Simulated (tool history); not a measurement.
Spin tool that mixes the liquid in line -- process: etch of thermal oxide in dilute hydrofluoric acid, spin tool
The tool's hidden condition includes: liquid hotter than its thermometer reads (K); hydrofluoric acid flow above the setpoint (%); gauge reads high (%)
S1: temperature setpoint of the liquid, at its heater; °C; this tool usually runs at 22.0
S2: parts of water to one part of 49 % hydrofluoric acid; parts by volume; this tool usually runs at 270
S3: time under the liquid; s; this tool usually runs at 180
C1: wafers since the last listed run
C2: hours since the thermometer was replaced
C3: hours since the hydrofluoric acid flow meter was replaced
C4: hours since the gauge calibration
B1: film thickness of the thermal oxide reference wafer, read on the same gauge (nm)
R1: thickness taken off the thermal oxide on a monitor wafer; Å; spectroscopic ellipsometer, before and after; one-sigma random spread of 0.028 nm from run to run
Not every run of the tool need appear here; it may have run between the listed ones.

run     day    S1   S2   S3   C1      C2      C3     C4       B1     R1
  1   0.000  22.0  270  180    0  2058.1  1518.0   72.7  110.053  24.37
  2   2.754  22.0  270  180  352  2124.2  1584.1  138.8  109.970  24.57
  3   4.596  22.0  270  180  236  2168.4  1628.3  183.0  109.928  24.62
  4   6.412  22.0  270  180  232  2212.0  1671.9  226.6  109.843  24.54
  5   9.279  22.0  270  180  367  2280.8  1740.7  295.4  109.691  24.05
  6  11.917  22.0  270  180  337  2344.1  1804.0  358.7  109.504  24.34
  7  13.975  22.0  270  180  263  2393.5  1853.4  408.1  109.295  24.34
  8  16.608  22.0  270  180  337  2456.7  1916.6  471.3  109.059  24.40
  9  18.696  22.0  270  180  267  2506.8  1966.7  521.4  108.833  24.75
 10  20.588  22.0  270  180  242  2552.2  2012.1  566.8  108.630  23.75
 11  23.379  22.0  270  180  357  2619.2  2079.1  633.8  108.288  23.97
 12  25.483  23.5  270  180  269  2669.7  2129.6  684.3  107.956  25.62
 13  27.538  17.0  270  105  263  2719.0  2178.9  733.6  107.659  11.64
 14  28.554  22.0  270  180  130  2743.4  2203.3  758.0  107.513  23.79
 15  30.912  22.0  365  235  302  2800.0  2259.9  814.6  107.090  21.14
     31.225  -- thermometer replaced
 16  33.262  22.0  270  180  295    48.9  2316.3  871.0  106.674  24.09
 17  35.412  26.5  270  180  275   100.5  2367.9  922.6  106.237  27.93
     36.346  -- gauge calibrated
 18  37.025  22.0  270  180  206   139.2  2406.6   16.3  109.775  24.49
     37.200  -- hydrofluoric acid flow meter replaced
 19  39.712  22.0  270  180  339   203.7    60.3   80.8  109.752  23.94
 20  41.792  20.0  175  220  266   253.6   110.2  130.7  109.692  46.68
 21  44.242  19.5  160  180  313   312.4   169.0  189.5  109.636  40.93
 22  45.396  22.0  270  180  147   340.1   196.7  217.2  109.573  23.74
 23  46.946  25.0  190  180  198   377.3   233.9  254.4  109.490  41.51
 24  49.204  19.5  195  240  289   431.5   288.1  308.6  109.359  43.38

For each run, the measured value with the value that run would have given without the tool's hidden condition subtracted. The run-to-run variation is shared by both, the gauge scatter possibly not:
run     R1
  1  +0.01
  2  +0.00
  3  -0.02
  4  -0.04
  5  -0.07
  6  -0.11
  7  -0.16
  8  -0.21
  9  -0.26
 10  -0.30
 11  -0.38
 12  -0.49
 13  -0.25
 14  -0.55
 15  -0.57
 16  -0.75
 17  -0.98
 18  -0.05
 19  -0.06
 20  -0.12
 21  -0.14
 22  -0.10
 23  -0.20
 24  -0.26
